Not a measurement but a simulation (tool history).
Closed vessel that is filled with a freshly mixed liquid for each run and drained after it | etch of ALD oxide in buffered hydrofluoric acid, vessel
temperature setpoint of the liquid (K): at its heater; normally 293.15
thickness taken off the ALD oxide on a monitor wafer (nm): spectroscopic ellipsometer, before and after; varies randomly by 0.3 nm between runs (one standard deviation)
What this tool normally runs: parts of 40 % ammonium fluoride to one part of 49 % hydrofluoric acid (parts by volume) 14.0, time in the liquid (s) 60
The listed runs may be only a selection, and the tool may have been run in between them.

run   hour  temperature setpoint of the liquid (K)  parts of 40 % ammonium fluoride to one part of 49 % hydrofluoric acid (parts by volume)  time in the liquid (s)  read-back film thickness of the ALD oxide reference wafer, read on the same gauge (nm)  thickness taken off the ALD oxide on a monitor wafer (nm)
  1    0.0                                  293.15                                                                                     14.0                      60                                                                                   39.97                                                     100.45
  2   13.8                                  293.15                                                                                     14.0                      60                                                                                   40.04                                                     100.02
  3   21.3                                  293.15                                                                                     14.0                      60                                                                                   40.00                                                     100.10
  4   27.5                                  293.15                                                                                     14.0                      60                                                                                   40.02                                                     100.36
      29.3  -- gauge calibrated
  5   41.3                                  293.15                                                                                     14.0                      60                                                                                   40.01                                                     100.64
  6   49.1                                  293.15                                                                                     14.0                      60                                                                                   40.00                                                     100.58
  7   58.5                                  293.15                                                                                     14.0                      60                                                                                   39.99                                                     100.52
  8   66.2                                  293.15                                                                                     14.0                      60                                                                                   40.00                                                     101.21
  9   75.2                                  293.15                                                                                     14.0                      60                                                                                   40.04                                                     100.85
 10   88.7                                  293.15                                                                                     18.5                      60                                                                                   39.99                                                      76.19
 11  103.1                                  293.15                                                                                     17.0                      85                                                                                   40.02                                                     118.16
 12  112.1                                  293.15                                                                                     17.0                      85                                                                                   40.03                                                     117.56
 13  126.5                                  290.65                                                                                     14.0                      60                                                                                   39.98                                                      87.48
 14  132.5                                  293.15                                                                                     11.0                      80                                                                                   40.01                                                     169.31
 15  141.2                                  293.15                                                                                     12.0                      60                                                                                   40.01                                                     117.53
     148.9  -- hydrofluoric acid flow meter replaced
 16  159.0                                  293.15                                                                                      9.0                      35                                                                                   39.99                                                      78.34
 17  172.6                                  293.15                                                                                     17.0                      85                                                                                   39.99                                                     106.21
 18  179.2                                  293.15                                                                                     14.0                      60                                                                                   40.01                                                      90.23
 19  187.0                                  290.15                                                                                     17.0                      45                                                                                   40.00                                                      47.27
 20  195.1                                  293.15                                                                                     14.0                      60                                                                                   40.01                                                      90.65
     200.3  -- thermometer replaced
 21  209.7                                  290.15                                                                                      9.5                      85                                                                                   39.98                                                     156.06
     222.8  -- gauge calibrated
 22  227.4                                  290.15                                                                                     11.0                      45                                                                                   40.00                                                      73.23
 23  237.6                                  293.15                                                                                     14.0                      60                                                                                   39.97                                                      90.81
 24  252.3                                  293.15                                                                                     14.0                      60                                                                                   40.01                                                      90.95
 25  265.7                                  290.15                                                                                     18.0                      60                                                                                   40.00                                                      59.81
 26  273.1                                  290.15                                                                                     14.0                      60                                                                                   40.02                                                      76.65
 27  281.9                                  291.15                                                                                     14.0                      60                                                                                   40.03                                                      81.45
 28  292.1                                  293.15                                                                                     14.0                      60                                                                                   39.99                                                      90.93

4 ways to go on from here, each from the tool as it stands after run 28. What would each give?
  A  292.8                                  293.15                                                                                     14.0                      60                                                                                       ?                                                          ?
  B  292.8                                  296.65                                                                                     10.5                      70                                                                                       ?                                                          ?
  C  292.8                                  293.15                                                                                     19.0                      50                                                                                       ?                                                          ?
  D  292.8                                  291.65                                                                                     19.5                      45                                                                                       ?                                                          ?

run  read-back film thickness of the ALD oxide reference wafer, read on the same gauge (nm)  thickness taken off the ALD oxide on a monitor wafer (nm)
  A                                                                                   40.01                                                      91.61
  B                                                                                   40.01                                                     171.87
  C                                                                                   40.01                                                      56.51
  D                                                                                   40.01                                                      45.55
The same runs, with their run-to-run variation unchanged, on a tool lacking any hidden condition would have given:
run  thickness taken off the ALD oxide on a monitor wafer (nm)
  A                                                      90.46
  B                                                     169.74
  C                                                      55.80
  D                                                      44.97
